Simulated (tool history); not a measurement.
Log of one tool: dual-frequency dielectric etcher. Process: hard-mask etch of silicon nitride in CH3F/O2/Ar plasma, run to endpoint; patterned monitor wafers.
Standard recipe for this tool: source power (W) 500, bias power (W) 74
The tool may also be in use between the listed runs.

| run | hour | source power (W) | bias power (W) | wafers since the last listed run | hours since the last wet clean | hours since the last source power generator calibration | hours since the last bias power generator calibration | hours since the last upper electrode change | incoming incoming film thickness, nm | endpoint time (s) |
|---|---|---|---|---|---|---|---|---|---|---|
| 1 | 0.0 | 500 | 87 | 0 | 308.9 | 4400.2 | 1559.9 | 2348.8 | 47.75 | 66.6 |
| 2 | 29.5 | 500 | 87 | 368 | 338.4 | 4429.7 | 1589.4 | 2378.3 | 47.36 | 66.0 |
| 3 | 42.2 | 500 | 87 | 158 | 351.1 | 4442.4 | 1602.1 | 2391.0 | 47.23 | 65.7 |
| 4 | 77.4 | 500 | 74 | 439 | 386.3 | 4477.6 | 1637.3 | 2426.2 | 47.45 | 69.7 |
| 5 | 101.1 | 500 | 74 | 296 | 410.0 | 4501.3 | 1661.0 | 2449.9 | 47.64 | 70.7 |
| 6 | 130.2 | 500 | 74 | 363 | 439.1 | 4530.4 | 1690.1 | 2479.0 | 47.09 | 68.5 |
| 7 | 158.7 | 500 | 74 | 356 | 467.6 | 4558.9 | 1718.6 | 2507.5 | 47.22 | 68.6 |
| 8 | 178.9 | 500 | 74 | 252 | 487.8 | 4579.1 | 1738.8 | 2527.7 | 47.46 | 69.1 |
|  | 223.2 | upper electrode replaced |
| 9 | 223.7 | 500 | 74 | 259 | 532.6 | 4623.9 | 1783.6 | 0.5 | 47.28 | 69.1 |
| 10 | 233.3 | 500 | 74 | 119 | 542.2 | 4633.5 | 1793.2 | 10.1 | 47.49 | 69.0 |
| 11 | 257.1 | 500 | 74 | 297 | 566.0 | 4657.3 | 1817.0 | 33.9 | 47.66 | 69.4 |
| 12 | 272.1 | 500 | 70 | 187 | 581.0 | 4672.3 | 1832.0 | 48.9 | 47.50 | 70.3 |
|  | 309.5 | wet clean of the chamber |
|  | 310.7 | source power generator calibrated |
| 13 | 311.2 | 420 | 62 | 173 | 1.7 | 0.5 | 1871.1 | 88.0 | 47.28 | 78.9 |
| 14 | 311.6 | 530 | 74 | 4 | 2.1 | 0.9 | 1871.5 | 88.4 | 47.70 | 70.0 |
| 15 | 339.4 | 580 | 80 | 347 | 29.9 | 28.7 | 1899.3 | 116.2 | 47.53 | 66.0 |
| 16 | 371.2 | 610 | 65 | 397 | 61.7 | 60.5 | 1931.1 | 148.0 | 47.84 | 68.7 |
| 17 | 402.9 | 500 | 74 | 395 | 93.4 | 92.2 | 1962.8 | 179.7 | 47.57 | 70.5 |
| 18 | 418.1 | 620 | 60 | 189 | 108.6 | 107.4 | 1978.0 | 194.9 | 47.20 | 70.0 |
| 19 | 438.2 | 530 | 85 | 251 | 128.7 | 127.5 | 1998.1 | 215.0 | 46.96 | 66.1 |
|  | 446.2 | bias power generator calibrated |
| 20 | 451.2 | 500 | 74 | 112 | 141.7 | 140.5 | 5.0 | 228.0 | 47.68 | 70.7 |
| 21 | 483.3 | 500 | 74 | 400 | 173.8 | 172.6 | 37.1 | 260.1 | 47.30 | 70.0 |
| 22 | 516.7 | 540 | 74 | 417 | 207.2 | 206.0 | 70.5 | 293.5 | 47.22 | 68.0 |
| 23 | 549.6 | 500 | 74 | 410 | 240.1 | 238.9 | 103.4 | 326.4 | 48.08 | 71.3 |
| 24 | 566.5 | 460 | 74 | 211 | 257.0 | 255.8 | 120.3 | 343.3 | 47.75 | 71.5 |

Here are 3 independent what-if runs from the current tool condition. What would each one return?
| A | 566.9 | 500 | 89 | 4 | 257.4 | 256.2 | 120.7 | 343.7 | 47.95 | ? |
| B | 566.9 | 500 | 84 | 4 | 257.4 | 256.2 | 120.7 | 343.7 | 47.95 | ? |
| C | 566.9 | 420 | 88 | 4 | 257.4 | 256.2 | 120.7 | 343.7 | 47.95 | ? |

| run | endpoint time (s) |
|---|---|
| A | 66.6 |
| B | 67.9 |
| C | 70.9 |
Without the tool's hidden state the same runs would have given:
| run | endpoint time (s) |
|---|---|
| A | 67.6 |
| B | 68.9 |
| C | 72.0 |
